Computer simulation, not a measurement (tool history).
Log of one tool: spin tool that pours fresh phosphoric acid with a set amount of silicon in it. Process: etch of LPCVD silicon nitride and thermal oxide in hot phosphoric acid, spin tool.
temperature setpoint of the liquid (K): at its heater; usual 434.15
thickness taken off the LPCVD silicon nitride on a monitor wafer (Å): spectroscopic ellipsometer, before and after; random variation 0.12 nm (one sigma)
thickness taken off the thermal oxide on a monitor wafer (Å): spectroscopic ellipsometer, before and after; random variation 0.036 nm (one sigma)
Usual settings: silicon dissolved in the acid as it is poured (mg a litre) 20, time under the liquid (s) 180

run	day	temperature setpoint of the liquid (K)	silicon dissolved in the acid as it is poured (mg a litre)	time under the liquid (s)	read-back film thickness of the LPCVD silicon nitride reference wafer, read on the same gauge (nm)	read-back film thickness of the thermal oxide reference wafer, read on the same gauge (nm)	thickness taken off the LPCVD silicon nitride on a monitor wafer (Å)	thickness taken off the thermal oxide on a monitor wafer (Å)
1	0	434.15	20	230	109.98	120.017	213.1	3.83
# day 0.075: dissolved silicon flow meter replaced
2	0.496	434.15	20	180	110.01	120.036	166.7	2.81
3	0.888	431.65	20	120	109.97	119.995	102.3	1.62
4	1.142	433.15	14	180	110.01	119.968	161.7	3.72
5	1.65	432.15	35	80	110.04	120.01	69.2	0.56
6	1.988	435.65	20	180	110	120.002	175.2	3.86
7	2.929	435.65	20	115	109.97	120.025	111.6	2.09
8	3.571	434.15	20	125	110.03	119.972	115.8	2.06
# day 3.929: gauge calibrated
9	4.096	436.65	20	280	110.02	120.055	280.8	5.81
10	6.012	436.65	16	180	110.05	120.014	178.9	4.55
11	6.733	434.15	20	220	109.99	119.968	203.7	3.68
12	7.212	434.15	20	180	110.03	120.046	167.7	2.87
13	7.7	434.15	25	255	109.99	119.974	235.4	3.93
14	8.05	433.15	24	275	110.02	120.021	241.7	4.13
15	8.554	436.65	20	285	110.01	120.023	288.1	6.41
# day 8.975: heated supply line repaired
16	10.292	434.15	20	140	109.99	120.027	129.6	2.35
17	10.858	434.15	20	180	110.01	119.969	166.5	3.53
18	11.483	435.65	20	85	110.01	120.033	82.7	1.95
19	12.133	434.15	20	180	110.04	119.967	166	3.6
20	12.508	434.15	20	180	110	120.007	165	3.39
21	13.167	436.65	6	285	109.98	120.017	285.9	9.43
22	15.183	433.15	6	180	109.99	119.955	160.7	3.7

Forecast each of these 4 alternatives for the next run:
A	15.204	434.15	20	180	?	?	?	?
B	15.204	436.65	25	100	?	?	?	?
C	15.204	434.15	28.5	180	?	?	?	?
D	15.204	431.65	20	110	?	?	?	?

run	read-back film thickness of the LPCVD silicon nitride reference wafer, read on the same gauge (nm)	read-back film thickness of the thermal oxide reference wafer, read on the same gauge (nm)	thickness taken off the LPCVD silicon nitride on a monitor wafer (Å)	thickness taken off the thermal oxide on a monitor wafer (Å)
A	110.02	120.052	166.6	3.36
B	110.02	120.052	100.6	1.92
C	110.02	120.052	166.6	2.54
D	110.02	120.052	93.6	1.71
Without the tool's hidden state the same runs would have given:
run	thickness taken off the LPCVD silicon nitride on a monitor wafer (Å)	thickness taken off the thermal oxide on a monitor wafer (Å)
A	166.6	3.36
B	100.6	1.92
C	166.6	2.54
D	93.6	1.71
